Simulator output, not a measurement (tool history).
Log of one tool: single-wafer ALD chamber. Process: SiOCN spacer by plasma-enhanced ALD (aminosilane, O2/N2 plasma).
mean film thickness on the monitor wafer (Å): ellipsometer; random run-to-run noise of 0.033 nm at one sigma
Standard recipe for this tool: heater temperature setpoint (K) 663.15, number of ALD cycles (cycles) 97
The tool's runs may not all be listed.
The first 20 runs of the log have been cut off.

run	hour	heater temperature setpoint (K)	number of ALD cycles (cycles)	wafers since the last listed run	hours since the last thermocouple change	hours since the gauge calibration	read-back reference wafer on the same gauge, thickness_nm	mean film thickness on the monitor wafer (Å)
21	508.1	663.15	97	125	117.3	135.8	5.587	60.03
22	528.2	663.15	86	77	137.4	155.9	5.586	53.32
23	560.9	663.15	115	126	170.1	188.6	5.585	71.89
24	595.2	669.15	104	132	204.4	222.9	5.594	64.65
25	615.0	668.15	97	76	224.2	242.7	5.589	60.58
26	694.7	652.15	81	308	303.9	322.4	5.597	50.67
27	708.3	651.15	91	52	317.5	336.0	5.583	56.59
28	734.8	663.15	108	102	344.0	362.5	5.598	67.45
29	749.8	675.15	102	58	359.0	377.5	5.591	63.65
30	798.8	663.15	97	189	408.0	426.5	5.597	60.97
31	832.5	663.15	97	130	441.7	460.2	5.585	60.74
32	920.3	651.15	82	340	529.5	548.0	5.590	51.25
33	948.5	663.15	88	109	557.7	576.2	5.584	55.28
34	973.6	651.15	109	97	582.8	601.3	5.588	67.85
35	988.3	663.15	97	56	597.5	616.0	5.589	60.64
36	1016.7	674.15	97	110	625.9	644.4	5.585	60.50

For run 37, what comes out?
37	1034.3	649.15	82	68	643.5	662.0	?	?

{"run 37": {"read-back reference wafer on the same gauge, thickness_nm": 5.59, "mean film thickness on the monitor wafer (Å)": 50.95}}
Without the tool's hidden state the same run would have given mean film thickness on the monitor wafer (Å) 50.95.
